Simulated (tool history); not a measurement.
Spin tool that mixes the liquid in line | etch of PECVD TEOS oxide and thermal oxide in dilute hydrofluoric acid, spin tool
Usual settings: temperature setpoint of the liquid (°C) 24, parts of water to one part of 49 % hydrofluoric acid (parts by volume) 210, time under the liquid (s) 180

run	hour	temperature setpoint of the liquid (°C)	parts of water to one part of 49 % hydrofluoric acid (parts by volume)	time under the liquid (s)	wafers since the last listed run	hours since the thermometer was replaced	hours since the hydrofluoric acid flow meter was replaced	hours since the gauge calibration	read-back film thickness of the PECVD TEOS oxide reference wafer, read on the same gauge (nm)	read-back film thickness of the thermal oxide reference wafer, read on the same gauge (nm)	thickness taken off the PECVD TEOS oxide on a monitor wafer (angstrom)	thickness taken off the thermal oxide on a monitor wafer (angstrom)
1	0	22.5	240	180	0	2078.9	1118.5	206.6	80.01	29.989	104.4	26.02
2	29	22.5	240	180	237	2107.9	1147.5	235.6	80.02	30.003	104.5	26.29
3	59.9	24	210	265	253	2138.8	1178.4	266.5	80	29.983	190.9	47.44
4	83.6	24	210	180	194	2162.5	1202.1	290.2	79.98	30.005	129.6	32.62
5	111.7	26	175	180	230	2190.6	1230.2	318.3	79.99	30.004	172.8	43.78
6	130.3	24	210	180	152	2209.2	1248.8	336.9	80	29.988	129.3	32.64
7	163.8	24	210	180	274	2242.7	1282.3	370.4	80	29.996	130.1	32.07
8	189.6	24	210	180	211	2268.5	1308.1	396.2	80.01	29.981	130	32.61
# hour 207.8: gauge calibrated
9	216.2	24	210	180	217	2295.1	1334.7	8.4	80	30.009	130.6	32.68
10	236.1	26	210	180	162	2315	1354.6	28.3	79.99	30.01	139.8	35.36
11	249.6	26	210	180	110	2328.5	1368.1	41.8	80.01	29.984	138.7	35.83
# hour 272.7: hydrofluoric acid flow meter replaced
12	275.4	24	210	180	203	2354.3	2.7	67.6	79.99	29.988	135.5	34.24
13	295.3	24	210	180	162	2374.2	22.6	87.5	79.99	29.987	136.7	33.71
14	316.4	24	210	265	172	2395.3	43.7	108.6	80.01	29.995	198.4	50.29
15	351.4	22	210	180	286	2430.3	78.7	143.6	80.01	30.001	125.8	31.62
16	385.8	24	140	265	281	2464.7	113.1	178	80.02	30.005	325.4	82.76
17	399.8	24	210	180	114	2478.7	127.1	192	79.97	30.007	135.3	34.31
# hour 469.4: thermometer replaced
18	485.8	26	175	180	696	16.4	213.1	278	80	29.999	170	43.27
19	509.1	26.5	285	215	190	39.7	236.4	301.3	80.01	30.014	111.3	28.23
20	539.6	26	165	180	249	70.2	266.9	331.8	80	30.002	182.4	45.8
21	569	22.5	125	100	240	99.6	296.3	361.2	80.01	30.02	122.4	30.57
22	584.1	27.5	130	125	123	114.7	311.4	376.3	80.01	29.993	177.6	44.65
23	603.5	21.5	290	145	158	134.1	330.8	395.7	80.01	30.001	62	15.65
24	621.3	24	210	85	145	151.9	348.6	413.5	79.98	30.007	59.4	15.08
25	635.3	19.5	210	180	114	165.9	362.6	427.5	80.01	30.023	106.1	26.81
26	662.3	22.5	240	180	221	192.9	389.6	454.5	80.01	30.003	101.5	25.76
# hour 684.9: gauge calibrated
27	686.7	24	210	180	199	217.3	414	1.8	80.01	29.993	126.9	32.09

Hidden state at the last listed run before each entry between runs and at the first one after, where it differs:
Between runs 8 and 9: gauge calibrated (hour 207.8)
  liquid hotter than its thermometer reads (K): 2.05 -> 2.07; hydrofluoric acid flow below the setpoint (%): 3.4 -> 3.46
  measured less the result without the state, thickness taken off the PECVD TEOS oxide on a monitor wafer (angstrom): +4 -> +4.1; thickness taken off the thermal oxide on a monitor wafer (angstrom): +1.02 -> +1.02
Between runs 11 and 12: hydrofluoric acid flow meter replaced (hour 272.7)
  liquid hotter than its thermometer reads (K): 2.1 -> 2.12; hydrofluoric acid flow below the setpoint (%): 3.54 -> 0.0433
  measured less the result without the state, thickness taken off the PECVD TEOS oxide on a monitor wafer (angstrom): +4.1 -> +10; thickness taken off the thermal oxide on a monitor wafer (angstrom): +1.05 -> +2.52
Between runs 17 and 18: thermometer replaced (hour 469.4)
  liquid hotter than its thermometer reads (K): 2.23 -> 0.304; hydrofluoric acid flow below the setpoint (%): 0.341 -> 0.548
  measured less the result without the state, thickness taken off the PECVD TEOS oxide on a monitor wafer (angstrom): +10 -> +0.8; thickness taken off the thermal oxide on a monitor wafer (angstrom): +2.53 -> +0.19
Between runs 26 and 27: gauge calibrated (hour 684.9)
  liquid hotter than its thermometer reads (K): 0.459 -> 0.48; hydrofluoric acid flow below the setpoint (%): 0.971 -> 1.03
  measured less the result without the state, thickness taken off the PECVD TEOS oxide on a monitor wafer (angstrom): +0.5 -> +0.7; thickness taken off the thermal oxide on a monitor wafer (angstrom): +0.12 -> +0.16
